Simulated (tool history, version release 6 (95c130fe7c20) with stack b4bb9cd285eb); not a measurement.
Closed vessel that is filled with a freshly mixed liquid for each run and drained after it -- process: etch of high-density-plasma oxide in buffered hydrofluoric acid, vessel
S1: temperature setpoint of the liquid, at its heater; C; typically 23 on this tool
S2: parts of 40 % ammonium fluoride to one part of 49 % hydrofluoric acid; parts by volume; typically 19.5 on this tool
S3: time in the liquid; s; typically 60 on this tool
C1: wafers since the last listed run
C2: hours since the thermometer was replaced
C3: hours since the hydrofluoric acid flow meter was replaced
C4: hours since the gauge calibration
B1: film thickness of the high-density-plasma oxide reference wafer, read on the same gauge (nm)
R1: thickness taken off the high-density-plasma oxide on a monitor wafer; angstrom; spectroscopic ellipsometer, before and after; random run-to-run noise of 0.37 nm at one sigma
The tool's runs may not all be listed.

| run | hour | S1 | S2 | S3 | C1 | C2 | C3 | C4 | B1 | R1 |
|---|---|---|---|---|---|---|---|---|---|---|
| 1 | 0 | 23 | 19.5 | 60 | 0 | 1626.7 | 337.5 | 1068.1 | 107.84 | 402.3 |
| 2 | 56.9 | 23 | 19.5 | 60 | 6103 | 1683.6 | 394.4 | 1125 | 108.01 | 405.4 |
| 3 | 160.3 | 23 | 19.5 | 40 | 11092 | 1787 | 497.8 | 1228.4 | 108.33 | 273.9 |
| 4 | 243.5 | 23 | 19.5 | 40 | 8925 | 1870.2 | 581 | 1311.6 | 108.57 | 271.8 |
| 5 | 351.2 | 23 | 19.5 | 60 | 11553 | 1977.9 | 688.7 | 1419.3 | 108.85 | 403.9 |
| 6 | 439.8 | 23 | 19.5 | 60 | 9504 | 2066.5 | 777.3 | 1507.9 | 109.08 | 407.7 |
| 7 | 508.2 | 23 | 19.5 | 60 | 7337 | 2134.9 | 845.7 | 1576.3 | 109.21 | 410.9 |
| 8 | 554 | 23 | 14 | 60 | 4913 | 2180.7 | 891.5 | 1622.1 | 109.34 | 566.6 |
| 9 | 599 | 23 | 14 | 60 | 4827 | 2225.7 | 936.5 | 1667.1 | 109.41 | 563.2 |
| 10 | 673 | 23 | 14 | 60 | 7938 | 2299.7 | 1010.5 | 1741.1 | 109.5 | 572.6 |
|  | 755.9 | thermometer replaced |
| 11 | 769 | 27 | 19.5 | 60 | 10191 | 13.1 | 1106.5 | 1837.1 | 109.7 | 498.2 |
| 12 | 862.8 | 27 | 19.5 | 60 | 10062 | 106.9 | 1200.3 | 1930.9 | 109.85 | 517.8 |
| 13 | 901 | 27 | 19.5 | 60 | 4097 | 145.1 | 1238.5 | 1969.1 | 109.92 | 502.5 |
| 14 | 974.8 | 25.5 | 16.5 | 35 | 7916 | 218.9 | 1312.3 | 2042.9 | 109.97 | 330.5 |
| 15 | 1068.4 | 25.5 | 16.5 | 35 | 10040 | 312.5 | 1405.9 | 2136.5 | 110.08 | 327.9 |
| 16 | 1110.5 | 23 | 19.5 | 95 | 4516 | 354.6 | 1448 | 2178.6 | 110.19 | 656.5 |
| 17 | 1161.6 | 28 | 25.5 | 35 | 5481 | 405.7 | 1499.1 | 2229.7 | 110.21 | 257.3 |
| 18 | 1223.4 | 23 | 19.5 | 60 | 6629 | 467.5 | 1560.9 | 2291.5 | 110.28 | 411.4 |
| 19 | 1314.2 | 27 | 19.5 | 60 | 9740 | 558.3 | 1651.7 | 2382.3 | 110.38 | 519.5 |
| 20 | 1400.4 | 23 | 25.5 | 60 | 9247 | 644.5 | 1737.9 | 2468.5 | 110.47 | 344 |
| 21 | 1473 | 23 | 14.5 | 95 | 7788 | 717.1 | 1810.5 | 2541.1 | 110.5 | 883.9 |
|  | 1476.7 | hydrofluoric acid flow meter replaced |
| 22 | 1515.4 | 25.5 | 19.5 | 50 | 4441 | 759.5 | 38.7 | 2583.5 | 110.55 | 402 |
| 23 | 1579.3 | 18.5 | 13.5 | 90 | 6854 | 823.4 | 102.6 | 2647.4 | 110.61 | 690.9 |
| 24 | 1670.1 | 23 | 14 | 95 | 9740 | 914.2 | 193.4 | 2738.2 | 110.65 | 906.9 |
|  | 1681.7 | gauge calibrated |
| 25 | 1763.9 | 19 | 19.5 | 80 | 10062 | 1008 | 287.2 | 82.2 | 101.39 | 399.8 |
| 26 | 1867 | 25 | 26 | 60 | 11060 | 1111.1 | 390.3 | 185.3 | 102.27 | 351.9 |
| 27 | 1976.7 | 23 | 19.5 | 35 | 11768 | 1220.8 | 500 | 295 | 103.11 | 225.5 |
| 28 | 2019.2 | 23 | 19.5 | 60 | 4559 | 1263.3 | 542.5 | 337.5 | 103.44 | 389 |
| 29 | 2112.4 | 23 | 14.5 | 90 | 9998 | 1356.5 | 635.7 | 430.7 | 104.04 | 786.9 |
| 30 | 2191.5 | 23 | 14.5 | 90 | 8485 | 1435.6 | 714.8 | 509.8 | 104.53 | 787.7 |
| 31 | 2270.8 | 26.5 | 12.5 | 75 | 8506 | 1514.9 | 794.1 | 589.1 | 104.96 | 925.4 |

Alternative continuations, all from the tool just after run 31; predict every row:
| A | 2271.5 | 23 | 19.5 | 45 | 75 | 1515.6 | 794.8 | 589.8 | ? | ? |
| B | 2271.5 | 23 | 19.5 | 85 | 75 | 1515.6 | 794.8 | 589.8 | ? | ? |
| C | 2271.5 | 20.5 | 16.5 | 50 | 75 | 1515.6 | 794.8 | 589.8 | ? | ? |
| D | 2271.5 | 19 | 15.5 | 80 | 75 | 1515.6 | 794.8 | 589.8 | ? | ? |

| run | B1 | R1 |
|---|---|---|
| A | 105.02 | 296.8 |
| B | 105.02 | 560.7 |
| C | 105.02 | 338.5 |
| D | 105.02 | 529.5 |
Had the tool no hidden state, the same runs would have come out as:
| run | R1 |
|---|---|
| A | 282.7 |
| B | 534 |
| C | 322.4 |
| D | 504.3 |
